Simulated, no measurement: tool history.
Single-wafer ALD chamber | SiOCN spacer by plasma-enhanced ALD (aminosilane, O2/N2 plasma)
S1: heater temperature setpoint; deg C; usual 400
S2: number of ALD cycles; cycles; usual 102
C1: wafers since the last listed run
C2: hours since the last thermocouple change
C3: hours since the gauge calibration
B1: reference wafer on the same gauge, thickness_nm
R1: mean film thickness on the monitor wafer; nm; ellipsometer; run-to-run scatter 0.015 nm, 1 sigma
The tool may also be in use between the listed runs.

Run 1, hour 0.0: usual settings; C1 0; C2 1891.1; C3 515.3; B1 6.392. Result: R1 5.846 nm.
Run 2, hour 39.0: usual settings; C1 115; C2 1930.1; C3 554.3; B1 6.387. Result: R1 5.827 nm.
Run 3, hour 83.3: usual settings; C1 131; C2 1974.4; C3 598.6; B1 6.382. Result: R1 5.792 nm.
Run 4, hour 131.8: usual settings; C1 143; C2 2022.9; C3 647.1; B1 6.381. Result: R1 5.840 nm.
Run 5, hour 167.7: usual settings; C1 106; C2 2058.8; C3 683.0; B1 6.368. Result: R1 5.816 nm.
Run 6, hour 236.5: usual settings but S2 89 cycles; C1 203; C2 2127.6; C3 751.8; B1 6.370. Result: R1 5.066 nm.
Run 7, hour 280.5: usual settings but S2 89 cycles; C1 130; C2 2171.6; C3 795.8; B1 6.364. Result: R1 5.072 nm.
Run 8, hour 306.3: usual settings but S2 89 cycles; C1 76; C2 2197.4; C3 821.6; B1 6.366. Result: R1 5.074 nm.
Run 9, hour 348.7: usual settings but S1 390 deg C, S2 114 cycles; C1 125; C2 2239.8; C3 864.0; B1 6.357. Result: R1 6.473 nm.
At hour 360.9: gauge calibrated.
Run 10, hour 380.0: usual settings; C1 92; C2 2271.1; C3 19.1; B1 6.434. Result: R1 5.885 nm.
Run 11, hour 405.1: usual settings but S1 407 deg C, S2 121 cycles; C1 74; C2 2296.2; C3 44.2; B1 6.425. Result: R1 6.853 nm.
Run 12, hour 464.3: usual settings but S1 414 deg C, S2 94 cycles; C1 175; C2 2355.4; C3 103.4; B1 6.425. Result: R1 5.197 nm.
Run 13, hour 506.1: usual settings but S1 404 deg C, S2 113 cycles; C1 123; C2 2397.2; C3 145.2; B1 6.421. Result: R1 6.462 nm.
Run 14, hour 543.1: usual settings but S1 410 deg C, S2 118 cycles; C1 109; C2 2434.2; C3 182.2; B1 6.415. Result: R1 6.604 nm.
At hour 556.7: thermocouple changed; heater temperature recalibrated.
Run 15, hour 614.4: usual settings; C1 187; C2 57.7; C3 253.5; B1 6.414. Result: R1 5.837 nm.
Run 16, hour 696.4: usual settings but S1 408 deg C, S2 115 cycles; C1 242; C2 139.7; C3 335.5; B1 6.396. Result: R1 6.452 nm.

What was the tool's hidden state at every run in the log?
wafer temperature above the value expected at the setpoint (K): 0 across all the runs
H1: gauge reads high (%)
run       H1
  1   -0.618
  2   -0.674
  3   -0.739
  4   -0.809
  5   -0.861
  6   -0.961
  7    -1.02
  8    -1.06
  9    -1.12
 10   0.0259
 11  -0.0106
 12  -0.0965
 13   -0.157
 14   -0.211
 15   -0.314
 16   -0.433
